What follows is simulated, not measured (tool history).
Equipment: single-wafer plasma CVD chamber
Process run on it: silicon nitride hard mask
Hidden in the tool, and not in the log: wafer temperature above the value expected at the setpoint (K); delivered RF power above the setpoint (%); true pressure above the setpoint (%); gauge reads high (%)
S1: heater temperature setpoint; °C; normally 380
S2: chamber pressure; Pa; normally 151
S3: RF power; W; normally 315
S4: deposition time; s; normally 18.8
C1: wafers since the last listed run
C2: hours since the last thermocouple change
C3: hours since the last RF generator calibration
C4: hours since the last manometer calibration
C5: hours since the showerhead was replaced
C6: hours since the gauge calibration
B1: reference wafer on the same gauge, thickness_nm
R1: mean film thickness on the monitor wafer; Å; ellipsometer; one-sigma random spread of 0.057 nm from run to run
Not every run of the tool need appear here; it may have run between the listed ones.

run,hour,S1,S2,S3,S4,C1,C2,C3,C4,C5,C6,B1,R1
1,0.0,380,137,315,19.7,0,455.5,62.2,993.2,5151.8,2471.3,21.496,202.29
2,105.0,380,137,315,19.7,3847,560.5,167.2,1098.2,5256.8,2576.3,21.516,201.59
3,172.1,380,151,315,18.8,2459,627.6,234.3,1165.3,5323.9,2643.4,21.482,198.87
4,228.1,380,151,315,18.8,2052,683.6,290.3,1221.3,5379.9,2699.4,21.505,198.81
5,264.8,380,151,315,18.8,1344,720.3,327.0,1258.0,5416.6,2736.1,21.513,198.56
# hour 512.5: RF generator calibrated, repeated, since the last time left the tool worse
6,546.7,380,172,315,20.9,10037,1002.2,34.2,1539.9,5698.5,3018.0,21.507,240.24
7,646.8,380,151,315,22.1,3668,1102.3,134.3,1640.0,5798.6,3118.1,21.502,242.55
# hour 838.3: thermocouple changed; heater temperature recalibrated
8,859.3,388,128,315,16.7,7494,21.0,346.8,1852.5,6011.1,3330.6,21.490,170.54
9,965.5,380,151,350,18.8,3891,127.2,453.0,1958.7,6117.3,3436.8,21.519,214.60
10,1019.7,380,151,315,18.8,1986,181.4,507.2,2012.9,6171.5,3491.0,21.503,204.82
11,1065.6,386,131,345,15.3,1682,227.3,553.1,2058.8,6217.4,3536.9,21.499,163.54
12,1172.5,392,151,270,18.8,3917,334.2,660.0,2165.7,6324.3,3643.8,21.499,190.57
# hour 1212.2: showerhead replaced
13,1212.7,367,179,360,20.7,1180,374.4,700.2,2205.9,0.5,3684.0,21.492,255.89
# hour 1275.0: capacitance manometer re-zeroed and calibrated
14,1287.1,380,151,315,18.8,2433,448.8,774.6,12.1,74.9,3758.4,21.511,204.62
15,1351.1,380,151,335,21.6,2345,512.8,838.6,76.1,138.9,3822.4,21.497,239.98
# hour 1391.0: gauge calibrated
16,1397.3,380,163,315,18.8,1693,559.0,884.8,122.3,185.1,6.3,21.492,210.23
17,1446.7,394,151,315,18.8,1810,608.4,934.2,171.7,234.5,55.7,21.518,202.55
18,1689.1,373,133,255,18.8,8883,850.8,1176.6,414.1,476.9,298.1,21.503,177.84
19,1758.6,365,168,315,18.8,2546,920.3,1246.1,483.6,546.4,367.6,21.511,212.39
20,1825.8,380,151,315,18.8,2462,987.5,1313.3,550.8,613.6,434.8,21.502,203.28
21,1902.7,380,172,330,18.8,2818,1064.4,1390.2,627.7,690.5,511.7,21.501,215.33
22,2008.0,380,151,265,18.8,3858,1169.7,1495.5,733.0,795.8,617.0,21.504,187.49
# hour 2017.8: RF generator calibrated
23,2077.9,380,151,315,18.8,2268,1239.6,60.1,802.9,865.7,686.9,21.504,207.12
24,2120.2,380,151,315,18.8,1550,1281.9,102.4,845.2,908.0,729.2,21.492,206.63
25,2210.1,380,151,315,21.8,3294,1371.8,192.3,935.1,997.9,819.1,21.513,238.89
26,2313.2,380,151,315,18.8,3778,1474.9,295.4,1038.2,1101.0,922.2,21.493,204.52
# hour 2329.5: thermocouple changed; heater temperature recalibrated
27,2369.0,380,151,315,18.8,1751,39.5,351.2,1094.0,1156.8,978.0,21.501,205.93

Consider 5 possible next runs. They are alternatives, not a sequence: every one starts from the tool as it was left by run 27. What does each give?
A,2369.4,380,151,280,18.8,14,39.9,351.6,1094.4,1157.2,978.4,?,?
B,2369.4,391,151,315,15.3,14,39.9,351.6,1094.4,1157.2,978.4,?,?
C,2369.4,366,165,290,16.1,14,39.9,351.6,1094.4,1157.2,978.4,?,?
D,2369.4,380,188,370,15.7,14,39.9,351.6,1094.4,1157.2,978.4,?,?
E,2369.4,370,151,315,18.8,14,39.9,351.6,1094.4,1157.2,978.4,?,?

run,B1,R1
A,21.504,195.45
B,21.504,166.30
C,21.504,176.69
D,21.504,198.18
E,21.504,206.26
Had the tool no hidden state, the same runs would have come out as:
run,R1
A,196.79
B,167.41
C,177.90
D,199.44
E,207.63

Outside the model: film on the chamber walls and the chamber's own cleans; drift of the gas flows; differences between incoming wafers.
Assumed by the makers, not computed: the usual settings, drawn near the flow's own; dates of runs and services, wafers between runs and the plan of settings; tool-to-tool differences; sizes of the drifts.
